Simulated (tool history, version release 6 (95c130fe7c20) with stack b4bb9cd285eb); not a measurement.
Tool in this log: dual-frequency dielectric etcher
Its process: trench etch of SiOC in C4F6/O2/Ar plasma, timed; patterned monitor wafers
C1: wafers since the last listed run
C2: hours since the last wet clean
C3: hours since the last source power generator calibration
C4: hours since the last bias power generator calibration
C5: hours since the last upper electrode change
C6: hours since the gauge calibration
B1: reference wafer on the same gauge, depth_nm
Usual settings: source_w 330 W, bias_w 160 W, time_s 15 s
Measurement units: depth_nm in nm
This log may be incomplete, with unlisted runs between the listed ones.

run 1 hour=0 | source_w=330 bias_w=160 time_s=15 | C1=0 C2=144.2 C3=198.7 C4=836.3 C5=1311.4 C6=382.2 | B1=24.62 | depth_nm=29.91
run 2 hour=99.5 | source_w=330 bias_w=160 time_s=15 | C1=2449 C2=243.7 C3=298.2 C4=935.8 C5=1410.9 C6=481.7 | B1=24.6 | depth_nm=30.16
run 3 hour=196.4 | source_w=330 bias_w=160 time_s=15 | C1=2385 C2=340.6 C3=395.1 C4=1032.7 C5=1507.8 C6=578.6 | B1=24.59 | depth_nm=29.78
-- hour=256.3 wet clean of the chamber
run 4 hour=262 | source_w=330 bias_w=160 time_s=12.5 | C1=1024 C2=5.7 C3=460.7 C4=1098.3 C5=1573.4 C6=644.2 | B1=24.58 | depth_nm=24.93
run 5 hour=300.2 | source_w=330 bias_w=160 time_s=15 | C1=940 C2=43.9 C3=498.9 C4=1136.5 C5=1611.6 C6=682.4 | B1=24.56 | depth_nm=29.92
run 6 hour=369.9 | source_w=330 bias_w=160 time_s=15 | C1=1715 C2=113.6 C3=568.6 C4=1206.2 C5=1681.3 C6=752.1 | B1=24.62 | depth_nm=29.92
run 7 hour=410.3 | source_w=270 bias_w=160 time_s=15 | C1=994 C2=154 C3=609 C4=1246.6 C5=1721.7 C6=792.5 | B1=24.59 | depth_nm=27.21
run 8 hour=482.6 | source_w=330 bias_w=160 time_s=15 | C1=1779 C2=226.3 C3=681.3 C4=1318.9 C5=1794 C6=864.8 | B1=24.6 | depth_nm=29.94
run 9 hour=538.8 | source_w=310 bias_w=160 time_s=15 | C1=1383 C2=282.5 C3=737.5 C4=1375.1 C5=1850.2 C6=921 | B1=24.61 | depth_nm=29.09
run 10 hour=600.5 | source_w=330 bias_w=160 time_s=15 | C1=1518 C2=344.2 C3=799.2 C4=1436.8 C5=1911.9 C6=982.7 | B1=24.6 | depth_nm=29.97
run 11 hour=667.8 | source_w=290 bias_w=160 time_s=15 | C1=1656 C2=411.5 C3=866.5 C4=1504.1 C5=1979.2 C6=1050 | B1=24.59 | depth_nm=28.13
-- hour=752.3 wet clean of the chamber
run 12 hour=758.2 | source_w=290 bias_w=160 time_s=15 | C1=1634 C2=5.9 C3=956.9 C4=1594.5 C5=2069.6 C6=1140.4 | B1=24.57 | depth_nm=28.1
-- hour=844 bias power generator calibrated
run 13 hour=844.5 | source_w=330 bias_w=160 time_s=13.5 | C1=2025 C2=92.2 C3=1043.2 C4=0.5 C5=2155.9 C6=1226.7 | B1=24.62 | depth_nm=26.83
-- hour=868.3 gauge calibrated
run 14 hour=1137 | source_w=330 bias_w=160 time_s=13.5 | C1=7200 C2=384.7 C3=1335.7 C4=293 C5=2448.4 C6=268.7 | B1=24.6 | depth_nm=26.9
-- hour=1166.6 wet clean of the chamber
run 15 hour=1207.8 | source_w=310 bias_w=160 time_s=15 | C1=1152 C2=41.2 C3=1406.5 C4=363.8 C5=2519.2 C6=339.5 | B1=24.61 | depth_nm=29.24
run 16 hour=1315.3 | source_w=410 bias_w=160 time_s=17 | C1=2646 C2=148.7 C3=1514 C4=471.3 C5=2626.7 C6=447 | B1=24.58 | depth_nm=37.24
run 17 hour=1377.3 | source_w=400 bias_w=195 time_s=16.5 | C1=1526 C2=210.7 C3=1576 C4=533.3 C5=2688.7 C6=509 | B1=24.6 | depth_nm=38.53
run 18 hour=1446.3 | source_w=330 bias_w=160 time_s=15 | C1=1698 C2=279.7 C3=1645 C4=602.3 C5=2757.7 C6=578 | B1=24.59 | depth_nm=29.92
run 19 hour=1506 | source_w=270 bias_w=160 time_s=15 | C1=1469 C2=339.4 C3=1704.7 C4=662 C5=2817.4 C6=637.7 | B1=24.59 | depth_nm=27.38
-- hour=1560.5 wet clean of the chamber
run 20 hour=1580.3 | source_w=370 bias_w=139 time_s=18.5 | C1=1238 C2=19.8 C3=1779 C4=736.3 C5=2891.7 C6=712 | B1=24.58 | depth_nm=37.26
-- hour=1605.4 upper electrode replaced
run 21 hour=1658.7 | source_w=400 bias_w=160 time_s=12 | C1=1339 C2=98.2 C3=1857.4 C4=814.7 C5=53.3 C6=790.4 | B1=24.59 | depth_nm=26.13
-- hour=1707.7 source power generator calibrated
run 22 hour=1741.1 | source_w=290 bias_w=143 time_s=11.5 | C1=1929 C2=180.6 C3=33.4 C4=897.1 C5=135.7 C6=872.8 | B1=24.58 | depth_nm=20.83
run 23 hour=1794.9 | source_w=380 bias_w=160 time_s=19 | C1=1324 C2=234.4 C3=87.2 C4=950.9 C5=189.5 C6=926.6 | B1=24.61 | depth_nm=40.44
run 24 hour=1851.8 | source_w=330 bias_w=160 time_s=15 | C1=1400 C2=291.3 C3=144.1 C4=1007.8 C5=246.4 C6=983.5 | B1=24.62 | depth_nm=29.99
run 25 hour=1905.3 | source_w=330 bias_w=142 time_s=11.5 | C1=1316 C2=344.8 C3=197.6 C4=1061.3 C5=299.9 C6=1037 | B1=24.6 | depth_nm=21.98
run 26 hour=1973.7 | source_w=300 bias_w=160 time_s=17 | C1=1683 C2=413.2 C3=266 C4=1129.7 C5=368.3 C6=1105.4 | B1=24.59 | depth_nm=32.43
-- hour=2024.2 wet clean of the chamber
-- hour=2066.9 gauge calibrated
run 27 hour=2075.2 | source_w=400 bias_w=178 time_s=17 | C1=1907 C2=51 C3=367.5 C4=1231.2 C5=469.8 C6=8.3 | B1=24.59 | depth_nm=38.19
run 28 hour=2142.2 | source_w=310 bias_w=177 time_s=18 | C1=1649 C2=118 C3=434.5 C4=1298.2 C5=536.8 C6=75.3 | B1=24.6 | depth_nm=36.23
run 29 hour=2183.9 | source_w=310 bias_w=175 time_s=19 | C1=1026 C2=159.7 C3=476.2 C4=1339.9 C5=578.5 C6=117 | B1=24.61 | depth_nm=38.08

Take each entry between the runs: how does the hidden state at the last listed run before it differ from the hidden state at the first listed run after it?
Logged between run 3 and run 4: wet clean of the chamber (hour 256.3)
  nothing in the hidden state changes from one run to the other
Logged between run 11 and run 12: wet clean of the chamber (hour 752.3)
  nothing in the hidden state changes from one run to the other
Logged between run 12 and run 13: bias power generator calibrated (hour 844)
  nothing in the hidden state changes from one run to the other
Logged between run 13 and run 14: gauge calibrated (hour 868.3)
  nothing in the hidden state changes from one run to the other
Logged between run 14 and run 15: wet clean of the chamber (hour 1166.6)
  nothing in the hidden state changes from one run to the other
Logged between run 19 and run 20: wet clean of the chamber (hour 1560.5)
  nothing in the hidden state changes from one run to the other
Logged between run 20 and run 21: upper electrode replaced (hour 1605.4)
  nothing in the hidden state changes from one run to the other
Logged between run 21 and run 22: source power generator calibrated (hour 1707.7)
  nothing in the hidden state changes from one run to the other
Logged between run 26 and run 27: wet clean of the chamber (hour 2024.2); gauge calibrated (hour 2066.9)
  nothing in the hidden state changes from one run to the other
